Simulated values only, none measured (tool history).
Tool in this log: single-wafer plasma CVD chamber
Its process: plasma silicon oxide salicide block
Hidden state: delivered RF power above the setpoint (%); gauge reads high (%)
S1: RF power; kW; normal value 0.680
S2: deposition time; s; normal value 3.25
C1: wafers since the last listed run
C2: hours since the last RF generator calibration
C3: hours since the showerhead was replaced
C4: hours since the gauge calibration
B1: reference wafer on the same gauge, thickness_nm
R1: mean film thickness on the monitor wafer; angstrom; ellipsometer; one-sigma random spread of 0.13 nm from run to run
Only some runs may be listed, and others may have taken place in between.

run	hour	S1	S2	C1	C2	C3	C4	B1	R1
1	0.0	0.755	3.25	0	1746.1	6037.2	354.6	37.384	357.77
2	12.0	0.755	3.25	268	1758.1	6049.2	366.6	37.394	357.64
3	26.7	0.680	3.25	329	1772.8	6063.9	381.3	37.390	345.96
4	38.3	0.680	3.25	259	1784.4	6075.5	392.9	37.397	344.70
5	46.0	0.680	2.93	172	1792.1	6083.2	400.6	37.402	312.22
6	53.0	0.680	2.93	156	1799.1	6090.2	407.6	37.420	309.22
7	62.6	0.680	3.61	214	1808.7	6099.8	417.2	37.393	382.19
8	71.0	0.680	3.25	188	1817.1	6108.2	425.6	37.407	345.61
9	87.9	0.680	3.25	378	1834.0	6125.1	442.5	37.403	343.92
10	104.4	0.680	3.25	369	1850.5	6141.6	459.0	37.359	344.36
11	115.0	0.680	3.25	237	1861.1	6152.2	469.6	37.401	344.20
12	132.9	0.680	3.25	400	1879.0	6170.1	487.5	37.415	345.63
13	141.7	0.680	3.25	197	1887.8	6178.9	496.3	37.392	346.76
14	148.7	0.680	3.25	156	1894.8	6185.9	503.3	37.443	344.84
15	156.7	0.680	3.74	179	1902.8	6193.9	511.3	37.405	397.36
# hour 166.6: RF generator calibrated
# hour 168.6: gauge calibrated
16	171.6	0.680	3.25	154	5.0	6208.8	3.0	37.393	344.66
17	179.2	0.680	3.12	170	12.6	6216.4	10.6	37.410	332.64
18	190.5	0.680	3.25	253	23.9	6227.7	21.9	37.418	342.68
19	199.2	0.625	2.84	194	32.6	6236.4	30.6	37.439	293.17
20	210.9	0.625	2.84	261	44.3	6248.1	42.3	37.409	293.93
21	220.0	0.560	2.76	203	53.4	6257.2	51.4	37.409	273.07
22	236.4	0.680	3.25	367	69.8	6273.6	67.8	37.397	344.29
23	252.7	0.575	3.87	364	86.1	6289.9	84.1	37.385	384.56
24	261.3	0.775	3.25	192	94.7	6298.5	92.7	37.395	361.90
25	272.4	0.745	3.75	248	105.8	6309.6	103.8	37.411	408.30
26	279.1	0.620	3.06	150	112.5	6316.3	110.5	37.416	313.72
27	290.2	0.720	3.25	248	123.6	6327.4	121.6	37.394	351.84
28	303.6	0.640	3.25	300	137.0	6340.8	135.0	37.434	339.40
29	320.9	0.645	3.76	387	154.3	6358.1	152.3	37.442	390.52
30	332.5	0.600	3.71	259	165.9	6369.7	163.9	37.367	373.41
31	340.8	0.680	3.25	185	174.2	6378.0	172.2	37.411	344.98
# hour 364.3: showerhead replaced
32	364.8	0.755	3.25	358	198.2	0.5	196.2	37.373	357.84
33	378.4	0.795	3.51	304	211.8	14.1	209.8	37.418	393.82
34	385.6	0.680	3.25	161	219.0	21.3	217.0	37.436	345.56
35	394.7	0.680	2.77	203	228.1	30.4	226.1	37.378	294.83
36	403.8	0.610	3.25	203	237.2	39.5	235.2	37.416	330.94
37	418.8	0.790	3.58	335	252.2	54.5	250.2	37.387	399.94
38	427.0	0.680	3.25	183	260.4	62.7	258.4	37.389	341.72
39	436.1	0.680	3.25	203	269.5	71.8	267.5	37.400	347.27
40	487.1	0.735	3.25	1141	320.5	122.8	318.5	37.398	355.42

Across each entry between runs, compare the hidden state at the last listed run before it with the hidden state at the first listed run after it:
Between runs 15 and 16: RF generator calibrated (hour 166.6); gauge calibrated (hour 168.6)
  both runs share identical hidden conditions
Between runs 31 and 32: showerhead replaced (hour 364.3)
  both runs share identical hidden conditions

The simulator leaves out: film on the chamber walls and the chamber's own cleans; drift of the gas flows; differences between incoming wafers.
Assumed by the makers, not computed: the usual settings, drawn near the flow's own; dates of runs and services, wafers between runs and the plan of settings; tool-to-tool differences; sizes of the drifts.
